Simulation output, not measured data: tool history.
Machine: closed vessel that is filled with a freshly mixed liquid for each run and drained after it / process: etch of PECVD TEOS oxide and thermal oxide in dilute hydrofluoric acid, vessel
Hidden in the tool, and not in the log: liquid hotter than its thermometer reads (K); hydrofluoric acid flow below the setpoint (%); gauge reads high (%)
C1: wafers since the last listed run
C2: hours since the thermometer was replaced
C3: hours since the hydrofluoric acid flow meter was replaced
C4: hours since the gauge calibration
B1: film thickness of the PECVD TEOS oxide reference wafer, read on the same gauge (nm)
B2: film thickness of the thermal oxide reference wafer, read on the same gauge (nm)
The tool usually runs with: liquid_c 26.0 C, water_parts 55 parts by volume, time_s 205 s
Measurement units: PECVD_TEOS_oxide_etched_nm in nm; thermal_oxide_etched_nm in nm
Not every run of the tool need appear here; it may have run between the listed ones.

{"run": 1, "hour": 0.0, "liquid_c": 26.0, "water_parts": 55, "time_s": 205, "C1": 0, "C2": 75.9, "C3": 115.5, "C4": 1413.1, "B1": 50.05, "B2": 39.99, "PECVD_TEOS_oxide_etched_nm": 56.41, "thermal_oxide_etched_nm": 20.36}
{"run": 2, "hour": 29.8, "liquid_c": 24.0, "water_parts": 85, "time_s": 255, "C1": 2402, "C2": 105.7, "C3": 145.3, "C4": 1442.9, "B1": 50.02, "B2": 39.99, "PECVD_TEOS_oxide_etched_nm": 39.97, "thermal_oxide_etched_nm": 14.51}
{"run": 3, "hour": 94.5, "liquid_c": 26.0, "water_parts": 55, "time_s": 155, "C1": 5216, "C2": 170.4, "C3": 210.0, "C4": 1507.6, "B1": 50.0, "B2": 39.98, "PECVD_TEOS_oxide_etched_nm": 42.82, "thermal_oxide_etched_nm": 15.28}
{"run": 4, "hour": 149.0, "liquid_c": 28.0, "water_parts": 55, "time_s": 205, "C1": 4393, "C2": 224.9, "C3": 264.5, "C4": 1562.1, "B1": 50.02, "B2": 40.0, "PECVD_TEOS_oxide_etched_nm": 60.76, "thermal_oxide_etched_nm": 21.85}
{"run": 5, "hour": 175.5, "liquid_c": 27.5, "water_parts": 30, "time_s": 280, "C1": 2136, "C2": 251.4, "C3": 291.0, "C4": 1588.6, "B1": 50.0, "B2": 40.0, "PECVD_TEOS_oxide_etched_nm": 154.82, "thermal_oxide_etched_nm": 55.42}
{"run": 6, "hour": 202.0, "liquid_c": 22.0, "water_parts": 45, "time_s": 205, "C1": 2136, "C2": 277.9, "C3": 317.5, "C4": 1615.1, "B1": 49.98, "B2": 40.01, "PECVD_TEOS_oxide_etched_nm": 58.31, "thermal_oxide_etched_nm": 21.19}
{"run": 7, "hour": 265.4, "liquid_c": 26.0, "water_parts": 55, "time_s": 205, "C1": 5111, "C2": 341.3, "C3": 380.9, "C4": 1678.5, "B1": 50.0, "B2": 40.0, "PECVD_TEOS_oxide_etched_nm": 56.01, "thermal_oxide_etched_nm": 20.16}
{"run": 8, "hour": 298.1, "liquid_c": 23.5, "water_parts": 85, "time_s": 270, "C1": 2636, "C2": 374.0, "C3": 413.6, "C4": 1711.2, "B1": 50.06, "B2": 39.99, "PECVD_TEOS_oxide_etched_nm": 41.41, "thermal_oxide_etched_nm": 14.97}
{"run": 9, "hour": 369.0, "liquid_c": 29.0, "water_parts": 65, "time_s": 120, "C1": 5715, "C2": 444.9, "C3": 484.5, "C4": 1782.1, "B1": 50.01, "B2": 40.0, "PECVD_TEOS_oxide_etched_nm": 30.31, "thermal_oxide_etched_nm": 10.98}
{"run": 10, "hour": 406.5, "liquid_c": 30.0, "water_parts": 65, "time_s": 135, "C1": 3023, "C2": 482.4, "C3": 522.0, "C4": 1819.6, "B1": 50.01, "B2": 40.0, "PECVD_TEOS_oxide_etched_nm": 35.74, "thermal_oxide_etched_nm": 12.83}
{"hour": 500.7, "done": "gauge calibrated"}
{"run": 11, "hour": 538.2, "liquid_c": 30.5, "water_parts": 65, "time_s": 205, "C1": 10617, "C2": 614.1, "C3": 653.7, "C4": 37.5, "B1": 50.02, "B2": 40.01, "PECVD_TEOS_oxide_etched_nm": 55.22, "thermal_oxide_etched_nm": 19.78}
{"run": 12, "hour": 597.8, "liquid_c": 23.5, "water_parts": 30, "time_s": 300, "C1": 4804, "C2": 673.7, "C3": 713.3, "C4": 97.1, "B1": 49.95, "B2": 40.01, "PECVD_TEOS_oxide_etched_nm": 139.77, "thermal_oxide_etched_nm": 50.27}
{"run": 13, "hour": 637.4, "liquid_c": 26.0, "water_parts": 55, "time_s": 205, "C1": 3192, "C2": 713.3, "C3": 752.9, "C4": 136.7, "B1": 50.03, "B2": 40.0, "PECVD_TEOS_oxide_etched_nm": 55.07, "thermal_oxide_etched_nm": 19.96}
{"run": 14, "hour": 682.4, "liquid_c": 26.0, "water_parts": 55, "time_s": 205, "C1": 3627, "C2": 758.3, "C3": 797.9, "C4": 181.7, "B1": 50.02, "B2": 39.98, "PECVD_TEOS_oxide_etched_nm": 55.33, "thermal_oxide_etched_nm": 19.8}
{"run": 15, "hour": 742.6, "liquid_c": 24.0, "water_parts": 55, "time_s": 275, "C1": 4853, "C2": 818.5, "C3": 858.1, "C4": 241.9, "B1": 50.0, "B2": 40.0, "PECVD_TEOS_oxide_etched_nm": 67.14, "thermal_oxide_etched_nm": 24.48}
{"run": 16, "hour": 767.4, "liquid_c": 30.5, "water_parts": 55, "time_s": 245, "C1": 1999, "C2": 843.3, "C3": 882.9, "C4": 266.7, "B1": 50.02, "B2": 40.0, "PECVD_TEOS_oxide_etched_nm": 77.64, "thermal_oxide_etched_nm": 28.49}
{"run": 17, "hour": 838.7, "liquid_c": 26.0, "water_parts": 65, "time_s": 205, "C1": 5748, "C2": 914.6, "C3": 954.2, "C4": 338.0, "B1": 50.05, "B2": 40.0, "PECVD_TEOS_oxide_etched_nm": 46.33, "thermal_oxide_etched_nm": 16.34}
{"run": 18, "hour": 898.5, "liquid_c": 30.5, "water_parts": 55, "time_s": 205, "C1": 4821, "C2": 974.4, "C3": 1014.0, "C4": 397.8, "B1": 49.99, "B2": 40.0, "PECVD_TEOS_oxide_etched_nm": 64.99, "thermal_oxide_etched_nm": 23.7}
{"run": 19, "hour": 932.6, "liquid_c": 26.0, "water_parts": 80, "time_s": 205, "C1": 2749, "C2": 1008.5, "C3": 1048.1, "C4": 431.9, "B1": 50.01, "B2": 40.0, "PECVD_TEOS_oxide_etched_nm": 36.12, "thermal_oxide_etched_nm": 13.15}
{"run": 20, "hour": 1000.7, "liquid_c": 26.0, "water_parts": 55, "time_s": 155, "C1": 5490, "C2": 1076.6, "C3": 1116.2, "C4": 500.0, "B1": 49.97, "B2": 39.99, "PECVD_TEOS_oxide_etched_nm": 41.08, "thermal_oxide_etched_nm": 14.85}
{"run": 21, "hour": 1044.0, "liquid_c": 26.0, "water_parts": 65, "time_s": 205, "C1": 3490, "C2": 1119.9, "C3": 1159.5, "C4": 543.3, "B1": 49.97, "B2": 40.02, "PECVD_TEOS_oxide_etched_nm": 44.55, "thermal_oxide_etched_nm": 16.43}

Estimate the outcome of run 22 from the log above:
{"run": 22, "hour": 1104.3, "liquid_c": 26.0, "water_parts": 25, "time_s": 140, "C1": 4861, "C2": 1180.2, "C3": 1219.8, "C4": 603.6, "B1": "?", "B2": "?", "PECVD_TEOS_oxide_etched_nm": "?", "thermal_oxide_etched_nm": "?"}

Run 22 measured B1 49.99, B2 39.99, PECVD_TEOS_oxide_etched_nm 84.48 nm, thermal_oxide_etched_nm 30.61 nm.
With the hidden condition absent and the run-to-run variation left alone, this run would have shown PECVD_TEOS_oxide_etched_nm 89.14 nm, thermal_oxide_etched_nm 32.30 nm.
